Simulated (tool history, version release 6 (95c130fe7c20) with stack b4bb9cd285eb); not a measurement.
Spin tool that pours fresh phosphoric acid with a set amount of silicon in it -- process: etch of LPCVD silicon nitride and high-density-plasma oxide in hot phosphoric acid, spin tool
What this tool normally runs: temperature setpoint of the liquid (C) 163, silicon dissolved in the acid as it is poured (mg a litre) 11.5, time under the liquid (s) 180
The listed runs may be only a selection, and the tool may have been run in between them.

run	hour	temperature setpoint of the liquid (C)	silicon dissolved in the acid as it is poured (mg a litre)	time under the liquid (s)	read-back film thickness of the LPCVD silicon nitride reference wafer, read on the same gauge (nm)	read-back film thickness of the high-density-plasma oxide reference wafer, read on the same gauge (nm)	thickness taken off the LPCVD silicon nitride on a monitor wafer (angstrom)	thickness taken off the high-density-plasma oxide on a monitor wafer (angstrom)
1	0	161.5	11.5	180	150	129.975	140.7	1.63
2	6.7	161	7.5	75	150.02	129.993	57	0.72
3	21.4	163	11.5	180	150	129.962	149.2	1.69
4	30.3	161.5	15.5	180	150.03	130.024	139.3	1.41
# hour 38.7: heated supply line repaired
5	44.2	163	11.5	180	149.98	129.964	172.1	2.31
6	61	163	11.5	225	150	130.045	215.8	3.46
# hour 66.6: dissolved silicon flow meter replaced
# hour 77: thermometer replaced
7	110.4	163	11.5	180	150	130.027	187.6	2.83
8	159.1	164.5	11.5	180	150.01	130.018	197	3.26
9	172.8	165.5	6	135	150.02	129.943	152	2.9
10	181.5	163	11.5	255	149.99	130.01	265	4.77
11	196.7	161	18	180	149.98	130.017	175.5	2.46
12	212.3	164	11.5	225	149.99	129.978	240.5	3.97
13	229.3	165.5	11.5	150	149.99	129.997	168.3	3.18
14	245.7	163	11.5	180	150.01	129.973	186.8	2.97
15	257.9	163	11.5	290	150.02	129.983	300.1	5.3
16	269.4	163	11.5	180	149.99	129.988	184.7	2.89
17	285.4	163	8	290	149.96	129.995	298.4	5.35
18	296.6	163	11.5	255	149.99	130.026	262.4	4.05
19	308.3	163	11.5	180	149.99	129.99	184.3	2.84

Run 20 has not been measured yet. What should we expect?
20	315.1	163	11.5	180	?	?	?	?

read-back film thickness of the LPCVD silicon nitride reference wafer, read on the same gauge (nm): 150.01
read-back film thickness of the high-density-plasma oxide reference wafer, read on the same gauge (nm): 129.998
thickness taken off the LPCVD silicon nitride on a monitor wafer (angstrom): 184.3
thickness taken off the high-density-plasma oxide on a monitor wafer (angstrom): 2.76
Take away the tool's hidden state, keep the run-to-run variation as it was, and the same run would have given thickness taken off the LPCVD silicon nitride on a monitor wafer (angstrom) 191.6, thickness taken off the high-density-plasma oxide on a monitor wafer (angstrom) 3.01.
